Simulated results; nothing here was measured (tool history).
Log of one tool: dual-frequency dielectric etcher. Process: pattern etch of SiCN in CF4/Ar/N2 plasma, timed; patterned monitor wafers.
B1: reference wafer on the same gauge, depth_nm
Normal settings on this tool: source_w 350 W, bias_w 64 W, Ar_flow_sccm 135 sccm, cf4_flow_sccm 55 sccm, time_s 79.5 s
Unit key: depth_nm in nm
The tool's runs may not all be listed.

Run 1, hour 0.0: usual settings; B1 45.78. Result: depth_nm 48.36 nm.
Run 2, hour 16.1: usual settings; B1 45.83. Result: depth_nm 48.37 nm.
Run 3, hour 26.6: usual settings; B1 45.79. Result: depth_nm 48.63 nm.
Run 4, hour 39.5: usual settings but time_s 67.0 s; B1 45.81. Result: depth_nm 40.96 nm.
Run 5, hour 50.7: usual settings but time_s 67.0 s; B1 45.76. Result: depth_nm 40.96 nm.
At hour 58.2: source power generator calibrated.
At hour 63.0: Ar flow controller replaced.
Run 6, hour 63.5: usual settings; B1 45.80. Result: depth_nm 48.69 nm.
At hour 98.9: wet clean of the chamber.
Run 7, hour 99.4: usual settings; B1 45.79. Result: depth_nm 47.00 nm.

What will run 8 give?
Run 8, hour 99.8: usual settings but cf4_flow_sccm 59 sccm; B1 ?. Result: depth_nm ?.

B1: 45.77
depth_nm: 47.37 nm
Take away the tool's hidden state, keep the run-to-run variation as it was, and the same run would have given depth_nm 47.22 nm.

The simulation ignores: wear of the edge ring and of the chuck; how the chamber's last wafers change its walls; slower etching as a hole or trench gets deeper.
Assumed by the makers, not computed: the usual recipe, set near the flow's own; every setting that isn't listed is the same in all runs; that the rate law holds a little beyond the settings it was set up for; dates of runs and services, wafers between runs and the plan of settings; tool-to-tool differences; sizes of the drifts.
